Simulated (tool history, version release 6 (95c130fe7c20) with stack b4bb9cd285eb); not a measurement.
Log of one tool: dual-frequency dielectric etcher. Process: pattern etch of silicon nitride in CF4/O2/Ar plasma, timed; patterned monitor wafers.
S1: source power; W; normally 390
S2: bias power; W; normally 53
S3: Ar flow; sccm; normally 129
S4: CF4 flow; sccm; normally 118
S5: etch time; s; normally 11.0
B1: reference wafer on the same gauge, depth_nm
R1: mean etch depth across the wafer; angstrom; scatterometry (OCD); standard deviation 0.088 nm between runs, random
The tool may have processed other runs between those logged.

run 1 hour=0.0 | S1=390 S2=53 S3=129 S4=118 S5=13.5 | B1=14.82 | R1=209.2
run 2 hour=31.7 | S1=390 S2=61 S3=129 S4=118 S5=11.0 | B1=14.83 | R1=179.2
run 3 hour=71.6 | S1=390 S2=53 S3=107 S4=118 S5=11.0 | B1=14.81 | R1=177.4
run 4 hour=112.9 | S1=390 S2=53 S3=107 S4=118 S5=11.0 | B1=14.81 | R1=175.0
run 5 hour=190.0 | S1=390 S2=53 S3=107 S4=118 S5=11.0 | B1=14.87 | R1=176.2
run 6 hour=231.3 | S1=390 S2=53 S3=129 S4=118 S5=11.0 | B1=14.91 | R1=170.1
run 7 hour=278.7 | S1=470 S2=53 S3=129 S4=98 S5=11.0 | B1=14.93 | R1=200.6
run 8 hour=325.6 | S1=390 S2=53 S3=129 S4=118 S5=11.0 | B1=14.95 | R1=172.1
run 9 hour=349.9 | S1=480 S2=53 S3=129 S4=127 S5=11.0 | B1=15.01 | R1=215.6
run 10 hour=392.0 | S1=390 S2=44 S3=129 S4=118 S5=11.0 | B1=15.03 | R1=163.9
run 11 hour=463.4 | S1=480 S2=53 S3=129 S4=118 S5=11.0 | B1=15.08 | R1=214.9
run 12 hour=509.5 | S1=310 S2=41 S3=129 S4=107 S5=13.5 | B1=15.10 | R1=151.5
run 13 hour=550.9 | S1=320 S2=53 S3=109 S4=118 S5=11.0 | B1=15.14 | R1=144.9
run 14 hour=601.4 | S1=390 S2=53 S3=129 S4=126 S5=14.0 | B1=15.13 | R1=225.6
run 15 hour=626.9 | S1=390 S2=60 S3=129 S4=95 S5=11.0 | B1=14.75 | R1=170.0
run 16 hour=686.6 | S1=300 S2=59 S3=106 S4=118 S5=12.5 | B1=14.78 | R1=156.9
run 17 hour=742.4 | S1=390 S2=44 S3=129 S4=103 S5=11.0 | B1=14.82 | R1=156.3
run 18 hour=814.0 | S1=390 S2=53 S3=155 S4=118 S5=11.0 | B1=14.80 | R1=165.8
run 19 hour=867.9 | S1=390 S2=53 S3=129 S4=118 S5=11.0 | B1=14.79 | R1=171.9
run 20 hour=921.9 | S1=390 S2=53 S3=129 S4=118 S5=9.5 | B1=14.84 | R1=146.8
run 21 hour=985.3 | S1=390 S2=60 S3=129 S4=95 S5=11.0 | B1=14.83 | R1=172.0

Between the runs listed above, the log contained 8 entries, not reproduced here. Where in the sequence does each belong, and how does what the log doesn't record of the tool's condition differ from the listed run before to the listed run after?
Logged between run 3 and run 4: source power generator calibrated (hour 81.2)
  gauge reads high (%): 0.145 -> 0.271
  measured value less the no-hidden-state value, R1: +0.3 -> +0.4 angstrom
Logged between run 4 and run 5: wet clean of the chamber (hour 189.5)
  gauge reads high (%): 0.271 -> 0.535
  measured value less the no-hidden-state value, R1: +0.4 -> +0.9 angstrom
Logged between run 6 and run 7: CF4 flow controller replaced (hour 256.6)
  gauge reads high (%): 0.693 -> 0.887
  measured value less the no-hidden-state value, R1: +1.2 -> +1.8 angstrom
Logged between run 7 and run 8: upper electrode replaced (hour 325.1)
  gauge reads high (%): 0.887 -> 1.09
  measured value less the no-hidden-state value, R1: +1.8 -> +1.9 angstrom
Logged between run 13 and run 14: bias power generator calibrated (hour 600.9)
  gauge reads high (%): 2.28 -> 2.59
  measured value less the no-hidden-state value, R1: +3.2 -> +5.7 angstrom
Logged between run 14 and run 15: gauge calibrated (hour 612.6)
  gauge reads high (%): 2.59 -> -0.0686
  measured value less the no-hidden-state value, R1: +5.7 -> -0.1 angstrom
Logged between run 15 and run 16: Ar flow controller replaced (hour 663.9); wet clean of the chamber (hour 675.1)
  gauge reads high (%): -0.0686 -> -0.0517
  measured value less the no-hidden-state value, R1: -0.1 -> -0.1 angstrom

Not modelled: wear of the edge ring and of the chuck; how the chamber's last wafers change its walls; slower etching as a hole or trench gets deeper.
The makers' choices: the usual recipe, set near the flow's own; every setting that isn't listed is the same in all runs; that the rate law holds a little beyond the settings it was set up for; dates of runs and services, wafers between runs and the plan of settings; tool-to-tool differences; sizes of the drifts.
